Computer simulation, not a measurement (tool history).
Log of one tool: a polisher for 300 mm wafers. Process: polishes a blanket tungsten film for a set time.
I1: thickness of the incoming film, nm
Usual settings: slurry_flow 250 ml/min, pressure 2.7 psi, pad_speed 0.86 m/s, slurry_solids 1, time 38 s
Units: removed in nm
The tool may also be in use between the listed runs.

run 1 hour=0 | slurry_flow=250 pressure=2.7 pad_speed=0.86 slurry_solids=1 time=38 | I1=1505.5 | removed=86.4
-- hour=70.3 slurry nozzle cleaned
run 2 hour=97 | slurry_flow=250 pressure=2.7 pad_speed=0.76 slurry_solids=1 time=38 | I1=1553.4 | removed=83.4
-- hour=110.7 worn pad replaced by a new one
run 3 hour=146.2 | slurry_flow=250 pressure=2.7 pad_speed=0.76 slurry_solids=1 time=38 | I1=1500.6 | removed=80.6
-- hour=170.2 slurry blender recalibrated
-- hour=187.8 slurry tank refilled with fresh slurry and peroxide
run 4 hour=196.5 | slurry_flow=250 pressure=2.7 pad_speed=0.76 slurry_solids=1 time=38 | I1=1528 | removed=78.3
run 5 hour=254.1 | slurry_flow=225 pressure=2.7 pad_speed=0.86 slurry_solids=1 time=38 | I1=1524.9 | removed=83.8
run 6 hour=310.2 | slurry_flow=320 pressure=2.7 pad_speed=0.86 slurry_solids=1 time=38 | I1=1521.9 | removed=90.1
-- hour=352.2 worn pad replaced by a new one
run 7 hour=391.2 | slurry_flow=320 pressure=2.7 pad_speed=0.86 slurry_solids=1 time=38 | I1=1515.5 | removed=88.5
-- hour=409 slurry tank refilled with fresh slurry and peroxide
-- hour=419 slurry nozzle cleaned
-- hour=434.2 slurry blender recalibrated
run 8 hour=471.5 | slurry_flow=305 pressure=2.2 pad_speed=0.6 slurry_solids=1 time=38 | I1=1496.3 | removed=56.6
run 9 hour=567.5 | slurry_flow=180 pressure=2.7 pad_speed=0.86 slurry_solids=0.8 time=38 | I1=1514.6 | removed=79.7
-- hour=638.2 worn pad replaced by a new one
-- hour=657.5 slurry blender recalibrated
-- hour=663.1 slurry tank refilled with fresh slurry and peroxide
-- hour=792.8 slurry nozzle cleaned
run 10 hour=824.5 | slurry_flow=275 pressure=2.4 pad_speed=0.86 slurry_solids=1.3 time=33 | I1=1509.2 | removed=75.6
-- hour=852.4 worn pad replaced by a new one
-- hour=889.9 head pressure recalibrated
run 11 hour=897.5 | slurry_flow=180 pressure=2.7 pad_speed=0.86 slurry_solids=0.8 time=38 | I1=1534.4 | removed=79.7
-- hour=918.7 slurry tank refilled with fresh slurry and peroxide
-- hour=929.7 slurry blender recalibrated
run 12 hour=1097.5 | slurry_flow=250 pressure=2.7 pad_speed=0.86 slurry_solids=0.9 time=38 | I1=1512.6 | removed=82.9
-- hour=1124.3 worn pad replaced by a new one
-- hour=1135 slurry tank refilled with fresh slurry and peroxide
run 13 hour=1150 | slurry_flow=250 pressure=2.7 pad_speed=0.86 slurry_solids=1.1 time=38 | I1=1531.4 | removed=85.4
-- hour=1157.7 slurry nozzle cleaned
-- hour=1211.9 slurry blender recalibrated
run 14 hour=1249.2 | slurry_flow=225 pressure=2.7 pad_speed=0.86 slurry_solids=1 time=38 | I1=1533.1 | removed=86.5

Forecast each of these 4 alternatives for the next run:
run A hour=1249.6 | slurry_flow=220 pressure=2.7 pad_speed=0.86 slurry_solids=1 time=38 | I1=1513.6 | removed=?
run B hour=1249.6 | slurry_flow=220 pressure=2.7 pad_speed=1.08 slurry_solids=1.15 time=31 | I1=1513.6 | removed=?
run C hour=1249.6 | slurry_flow=275 pressure=2.7 pad_speed=0.86 slurry_solids=1.2 time=38 | I1=1513.6 | removed=?
run D hour=1249.6 | slurry_flow=275 pressure=2.7 pad_speed=0.86 slurry_solids=0.85 time=46 | I1=1513.6 | removed=?

run=A removed=88.8
run=B removed=90.5
run=C removed=95.6
run=D removed=108
Without the tool's hidden state the same runs would have given:
run=A removed=93.1
run=B removed=94.8
run=C removed=99.2
run=D removed=112.1

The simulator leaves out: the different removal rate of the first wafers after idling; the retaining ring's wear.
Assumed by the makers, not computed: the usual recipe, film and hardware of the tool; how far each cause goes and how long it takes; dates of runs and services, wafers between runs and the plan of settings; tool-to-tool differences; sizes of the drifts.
